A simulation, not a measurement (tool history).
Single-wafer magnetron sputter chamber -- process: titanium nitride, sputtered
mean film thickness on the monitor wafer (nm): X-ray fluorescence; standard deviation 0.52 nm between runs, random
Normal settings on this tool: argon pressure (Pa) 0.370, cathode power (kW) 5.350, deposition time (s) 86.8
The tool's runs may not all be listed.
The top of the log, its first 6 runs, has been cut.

| run | hour | argon pressure (Pa) | cathode power (kW) | deposition time (s) | read-back reference wafer on the same gauge, thickness_nm | mean film thickness on the monitor wafer (nm) |
|---|---|---|---|---|---|---|
| 7 | 316.8 | 0.328 | 5.350 | 82.9 | 106.808 | 91.925 |
| 8 | 461.5 | 0.328 | 5.350 | 82.9 | 106.998 | 90.971 |
|  | 486.0 | sputter target and shields replaced |
| 9 | 490.6 | 0.370 | 5.350 | 86.8 | 106.846 | 95.101 |
| 10 | 538.9 | 0.370 | 5.350 | 86.8 | 106.866 | 95.201 |
| 11 | 591.2 | 0.370 | 5.350 | 86.8 | 106.875 | 95.505 |
| 12 | 654.5 | 0.370 | 5.350 | 77.1 | 106.885 | 84.835 |
| 13 | 686.0 | 0.370 | 5.350 | 86.8 | 106.930 | 95.219 |
|  | 751.5 | capacitance manometer re-zeroed and calibrated |
| 14 | 752.0 | 0.370 | 5.350 | 86.8 | 106.889 | 94.361 |
|  | 915.4 | magnet pack replaced |
|  | 933.2 | sputter target and shields replaced |
| 15 | 945.0 | 0.515 | 5.350 | 98.7 | 106.696 | 104.780 |
| 16 | 982.3 | 0.470 | 6.500 | 76.7 | 107.071 | 98.951 |
| 17 | 1037.3 | 0.243 | 6.350 | 78.3 | 106.929 | 106.609 |
| 18 | 1094.6 | 0.278 | 5.900 | 72.3 | 106.796 | 89.829 |
| 19 | 1137.4 | 0.304 | 4.650 | 95.7 | 106.914 | 93.413 |
| 20 | 1168.6 | 0.276 | 6.450 | 86.8 | 106.898 | 117.244 |
|  | 1211.5 | gauge calibrated |
| 21 | 1231.9 | 0.264 | 4.650 | 77.2 | 106.902 | 75.836 |
| 22 | 1290.3 | 0.446 | 5.350 | 92.6 | 106.848 | 99.868 |

For run 23, what comes out?
| 23 | 1348.0 | 0.370 | 5.350 | 103.7 | ? | ? |

{"run 23": {"read-back reference wafer on the same gauge, thickness_nm": 106.996, "mean film thickness on the monitor wafer (nm)": 113.403}}
Were there no unlogged condition in the tool, this run, its random variation unchanged, would have produced mean film thickness on the monitor wafer (nm) 113.403.

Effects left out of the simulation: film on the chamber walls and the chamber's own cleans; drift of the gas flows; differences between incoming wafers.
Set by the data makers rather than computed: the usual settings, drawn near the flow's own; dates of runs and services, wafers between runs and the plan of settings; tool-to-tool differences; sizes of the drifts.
